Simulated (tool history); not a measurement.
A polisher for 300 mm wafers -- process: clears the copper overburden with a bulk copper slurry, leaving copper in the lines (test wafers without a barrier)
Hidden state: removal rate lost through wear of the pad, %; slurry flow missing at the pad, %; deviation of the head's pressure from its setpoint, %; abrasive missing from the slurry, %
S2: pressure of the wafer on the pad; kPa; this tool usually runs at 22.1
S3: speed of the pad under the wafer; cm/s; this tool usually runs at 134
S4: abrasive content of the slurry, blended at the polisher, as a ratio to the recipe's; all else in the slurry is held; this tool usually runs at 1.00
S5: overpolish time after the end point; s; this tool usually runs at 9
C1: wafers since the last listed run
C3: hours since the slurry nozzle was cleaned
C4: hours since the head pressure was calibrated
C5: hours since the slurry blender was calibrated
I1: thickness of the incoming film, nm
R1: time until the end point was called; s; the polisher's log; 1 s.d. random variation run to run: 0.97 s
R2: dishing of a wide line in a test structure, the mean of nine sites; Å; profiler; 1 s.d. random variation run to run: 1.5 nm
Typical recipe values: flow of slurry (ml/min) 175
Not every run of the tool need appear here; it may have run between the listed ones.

run 1 hour=0.0 | flow_of_slurry_(ml/min)=175 S2=22.1 S3=134 S4=1.00 S5=9 | C1=0 wafers_polished_on_this_pad=4296 C3=557.8 C4=362.1 C5=488.4 | I1=691.7 | R1=55.4 R2=728
-- hour=37.4 slurry nozzle cleaned
run 2 hour=98.9 | flow_of_slurry_(ml/min)=175 S2=22.1 S3=134 S4=1.00 S5=9 | C1=1124 wafers_polished_on_this_pad=5421 C3=61.5 C4=461.0 C5=587.3 | I1=689.3 | R1=54.5 R2=715
-- hour=160.6 slurry blender recalibrated
run 3 hour=179.5 | flow_of_slurry_(ml/min)=175 S2=22.1 S3=134 S4=1.00 S5=9 | C1=902 wafers_polished_on_this_pad=6323 C3=142.1 C4=541.6 C5=18.9 | I1=679.9 | R1=54.2 R2=705
-- hour=196.2 worn pad replaced by a new one
run 4 hour=219.1 | flow_of_slurry_(ml/min)=175 S2=22.1 S3=134 S4=1.00 S5=7 | C1=408 wafers_polished_on_this_pad=263 C3=181.7 C4=581.2 C5=58.5 | I1=693.1 | R1=56.2 R2=557
-- hour=248.9 head pressure recalibrated
run 5 hour=366.3 | flow_of_slurry_(ml/min)=175 S2=22.1 S3=134 S4=1.00 S5=9 | C1=1667 wafers_polished_on_this_pad=1930 C3=328.9 C4=117.4 C5=205.7 | I1=683.4 | R1=59.9 R2=685
run 6 hour=405.2 | flow_of_slurry_(ml/min)=175 S2=22.1 S3=134 S4=1.00 S5=9 | C1=446 wafers_polished_on_this_pad=2377 C3=367.8 C4=156.3 C5=244.6 | I1=677.4 | R1=57.8 R2=691
run 7 hour=499.1 | flow_of_slurry_(ml/min)=175 S2=22.1 S3=152 S4=1.10 S5=9 | C1=1078 wafers_polished_on_this_pad=3456 C3=461.7 C4=250.2 C5=338.5 | I1=687.7 | R1=50.8 R2=766
run 8 hour=590.4 | flow_of_slurry_(ml/min)=175 S2=22.1 S3=158 S4=1.00 S5=9 | C1=1048 wafers_polished_on_this_pad=4504 C3=553.0 C4=341.5 C5=429.8 | I1=683.0 | R1=49.7 R2=784
-- hour=623.5 slurry nozzle cleaned
run 9 hour=689.3 | flow_of_slurry_(ml/min)=175 S2=22.1 S3=158 S4=1.00 S5=9 | C1=1124 wafers_polished_on_this_pad=5629 C3=65.8 C4=440.4 C5=528.7 | I1=696.8 | R1=53.0 R2=744
-- hour=714.4 slurry blender recalibrated
run 10 hour=765.2 | flow_of_slurry_(ml/min)=175 S2=22.1 S3=158 S4=1.00 S5=9 | C1=848 wafers_polished_on_this_pad=6477 C3=141.7 C4=516.3 C5=50.8 | I1=693.7 | R1=52.7 R2=717
run 11 hour=821.7 | flow_of_slurry_(ml/min)=175 S2=15.9 S3=134 S4=0.90 S5=9 | C1=648 wafers_polished_on_this_pad=7126 C3=198.2 C4=572.8 C5=107.3 | I1=684.5 | R1=75.1 R2=526
-- hour=870.5 head pressure recalibrated
-- hour=873.9 worn pad replaced by a new one, repeated, since the last time left the tool worse
run 12 hour=897.3 | flow_of_slurry_(ml/min)=175 S2=15.9 S3=134 S4=0.90 S5=9 | C1=806 wafers_polished_on_this_pad=268 C3=273.8 C4=26.8 C5=182.9 | I1=689.2 | R1=66.4 R2=616
run 13 hour=971.6 | flow_of_slurry_(ml/min)=125 S2=22.1 S3=134 S4=1.00 S5=9 | C1=853 wafers_polished_on_this_pad=1121 C3=348.1 C4=101.1 C5=257.2 | I1=688.6 | R1=57.5 R2=711
run 14 hour=1042.2 | flow_of_slurry_(ml/min)=175 S2=22.1 S3=158 S4=1.00 S5=12 | C1=810 wafers_polished_on_this_pad=1932 C3=418.7 C4=171.7 C5=327.8 | I1=682.7 | R1=44.1 R2=997
-- hour=1180.7 slurry nozzle cleaned
run 15 hour=1181.2 | flow_of_slurry_(ml/min)=195 S2=17.9 S3=134 S4=1.00 S5=9 | C1=1584 wafers_polished_on_this_pad=3517 C3=0.5 C4=310.7 C5=466.8 | I1=703.2 | R1=59.5 R2=656
run 16 hour=1251.9 | flow_of_slurry_(ml/min)=175 S2=22.1 S3=134 S4=1.00 S5=9 | C1=811 wafers_polished_on_this_pad=4329 C3=71.2 C4=381.4 C5=537.5 | I1=683.4 | R1=54.1 R2=739
-- hour=1308.0 slurry blender recalibrated
run 17 hour=1342.3 | flow_of_slurry_(ml/min)=175 S2=29.0 S3=162 S4=1.00 S5=5 | C1=1015 wafers_polished_on_this_pad=5344 C3=161.6 C4=471.8 C5=34.3 | I1=704.6 | R1=38.4 R2=582
run 18 hour=1379.2 | flow_of_slurry_(ml/min)=175 S2=26.2 S3=134 S4=1.00 S5=9 | C1=423 wafers_polished_on_this_pad=5768 C3=198.5 C4=508.7 C5=71.2 | I1=686.0 | R1=47.8 R2=794
-- hour=1439.3 head pressure recalibrated
-- hour=1448.6 worn pad replaced by a new one
run 19 hour=1468.8 | flow_of_slurry_(ml/min)=145 S2=22.1 S3=134 S4=0.80 S5=4 | C1=960 wafers_polished_on_this_pad=232 C3=288.1 C4=29.5 C5=160.8 | I1=688.0 | R1=58.8 R2=355
run 20 hour=1548.1 | flow_of_slurry_(ml/min)=150 S2=22.1 S3=134 S4=1.00 S5=9 | C1=910 wafers_polished_on_this_pad=1142 C3=367.4 C4=108.8 C5=240.1 | I1=698.3 | R1=56.1 R2=683
-- hour=1796.2 slurry nozzle cleaned
run 21 hour=1861.0 | flow_of_slurry_(ml/min)=175 S2=22.1 S3=174 S4=1.00 S5=9 | C1=3582 wafers_polished_on_this_pad=4725 C3=64.8 C4=421.7 C5=553.0 | I1=697.1 | R1=42.9 R2=860
-- hour=1871.2 slurry blender recalibrated
run 22 hour=1899.5 | flow_of_slurry_(ml/min)=150 S2=24.8 S3=150 S4=0.75 S5=9 | C1=419 wafers_polished_on_this_pad=5144 C3=103.3 C4=460.2 C5=28.3 | I1=689.2 | R1=53.4 R2=761
-- hour=1975.6 worn pad replaced by a new one
run 23 hour=1986.0 | flow_of_slurry_(ml/min)=175 S2=22.1 S3=120 S4=1.00 S5=9 | C1=947 wafers_polished_on_this_pad=119 C3=189.8 C4=546.7 C5=114.8 | I1=686.2 | R1=57.7 R2=690
-- hour=2061.2 head pressure recalibrated
run 24 hour=2253.2 | flow_of_slurry_(ml/min)=175 S2=22.1 S3=134 S4=1.00 S5=9 | C1=3045 wafers_polished_on_this_pad=3165 C3=457.0 C4=192.0 C5=382.0 | I1=696.1 | R1=54.3 R2=731
run 25 hour=2292.4 | flow_of_slurry_(ml/min)=150 S2=26.2 S3=134 S4=1.25 S5=7 | C1=450 wafers_polished_on_this_pad=3615 C3=496.2 C4=231.2 C5=421.2 | I1=693.4 | R1=45.7 R2=696
run 26 hour=2385.0 | flow_of_slurry_(ml/min)=125 S2=22.1 S3=180 S4=1.00 S5=7 | C1=1063 wafers_polished_on_this_pad=4679 C3=588.8 C4=323.8 C5=513.8 | I1=684.2 | R1=42.9 R2=712
-- hour=2424.9 slurry blender recalibrated
-- hour=2446.1 slurry nozzle cleaned
run 27 hour=2491.1 | flow_of_slurry_(ml/min)=125 S2=22.1 S3=134 S4=1.00 S5=9 | C1=1184 wafers_polished_on_this_pad=5863 C3=45.0 C4=429.9 C5=66.2 | I1=682.4 | R1=56.7 R2=688
run 28 hour=2587.4 | flow_of_slurry_(ml/min)=175 S2=22.1 S3=134 S4=1.00 S5=9 | C1=1106 wafers_polished_on_this_pad=6969 C3=141.3 C4=526.2 C5=162.5 | I1=695.1 | R1=55.3 R2=693

4 ways to go on from here, each from the tool as it stands after run 28. What would each give?
run A hour=2587.8 | flow_of_slurry_(ml/min)=175 S2=29.0 S3=134 S4=1.00 S5=9 | C1=4 wafers_polished_on_this_pad=6974 C3=141.7 C4=526.6 C5=162.9 | I1=678.5 | R1=? R2=?
run B hour=2587.8 | flow_of_slurry_(ml/min)=175 S2=24.8 S3=94 S4=1.00 S5=9 | C1=4 wafers_polished_on_this_pad=6974 C3=141.7 C4=526.6 C5=162.9 | I1=678.5 | R1=? R2=?
run C hour=2587.8 | flow_of_slurry_(ml/min)=175 S2=22.1 S3=100 S4=0.90 S5=9 | C1=4 wafers_polished_on_this_pad=6974 C3=141.7 C4=526.6 C5=162.9 | I1=678.5 | R1=? R2=?
run D hour=2587.8 | flow_of_slurry_(ml/min)=175 S2=22.1 S3=134 S4=0.85 S5=6 | C1=4 wafers_polished_on_this_pad=6974 C3=141.7 C4=526.6 C5=162.9 | I1=678.5 | R1=? R2=?

run=A R1=45.8 R2=810
run=B R1=72.4 R2=560
run=C R1=75.8 R2=537
run=D R1=57.5 R2=482
Had the tool no hidden state, the same runs would have come out as:
run=A R1=42.6 R2=853
run=B R1=67.4 R2=594
run=C R1=70.6 R2=569
run=D R1=53.6 R2=511
